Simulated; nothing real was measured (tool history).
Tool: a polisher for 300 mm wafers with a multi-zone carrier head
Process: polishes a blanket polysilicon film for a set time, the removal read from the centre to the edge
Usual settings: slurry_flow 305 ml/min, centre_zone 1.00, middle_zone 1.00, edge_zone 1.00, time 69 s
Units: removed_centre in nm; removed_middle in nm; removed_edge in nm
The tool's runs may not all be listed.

run	hour	slurry_flow	centre_zone	middle_zone	edge_zone	time	incoming thickness of the incoming film, nm	removed_centre	removed_middle	removed_edge
1	0.0	305	1.00	1.00	1.00	69	1787.9	388.3	377.0	393.4
2	26.2	305	1.00	1.00	1.00	69	1774.9	380.2	375.1	387.1
# hour 34.3: centre zone pressure recalibrated
3	40.9	305	1.00	1.00	1.00	69	1813.9	369.8	377.1	384.1
# hour 65.0: worn pad replaced by a new one, repeated, since the last time left the tool worse
4	67.0	305	0.95	1.00	1.00	69	1841.6	408.8	435.8	433.7
5	96.0	305	0.95	1.00	1.00	69	1777.9	406.4	431.5	429.9
6	113.3	305	1.00	1.00	1.00	69	1817.3	420.8	419.3	434.2
7	156.8	305	1.00	0.95	0.95	69	1786.1	416.2	405.4	407.0
8	183.4	305	1.00	1.00	1.00	69	1831.2	410.0	405.6	414.0
# hour 194.6: worn pad replaced by a new one
9	198.4	305	1.07	1.00	0.96	85	1794.3	559.0	545.0	524.2
# hour 230.8: edge zone pressure recalibrated
10	231.3	305	1.00	1.00	0.90	69	1788.4	422.7	427.3	414.1
11	243.6	305	1.00	1.00	1.00	69	1789.5	420.4	427.5	432.0
# hour 250.1: carrier head's membrane replaced by a new one
12	269.9	305	0.92	1.00	1.00	69	1806.8	396.2	420.7	422.4
13	298.3	305	0.96	1.00	0.96	54	1827.4	308.9	326.4	318.4
# hour 319.7: slurry nozzle cleaned
# hour 321.8: worn pad replaced by a new one
14	333.9	235	1.00	1.00	0.90	51	1772.7	304.0	310.9	306.8
15	350.1	250	1.00	1.00	1.12	69	1794.4	419.3	413.9	447.1
16	369.8	305	1.00	1.00	0.89	81	1781.2	502.3	505.8	486.2
17	404.1	305	1.00	0.95	1.09	83	1812.4	510.8	488.1	535.5
18	423.7	305	1.00	1.00	1.00	69	1812.2	416.2	417.4	411.2
19	456.7	305	1.00	1.00	1.00	69	1798.6	405.5	403.8	425.3

Forecast run 20:
# hour 477.0: worn pad replaced by a new one
20	479.9	305	1.00	1.00	0.96	69	1830.8	?	?	?

removed_centre: 428.2 nm
removed_middle: 434.1 nm
removed_edge: 421.2 nm
Without the tool's hidden state the same run would have given removed_centre 433.9 nm, removed_middle 439.9 nm, removed_edge 426.8 nm.

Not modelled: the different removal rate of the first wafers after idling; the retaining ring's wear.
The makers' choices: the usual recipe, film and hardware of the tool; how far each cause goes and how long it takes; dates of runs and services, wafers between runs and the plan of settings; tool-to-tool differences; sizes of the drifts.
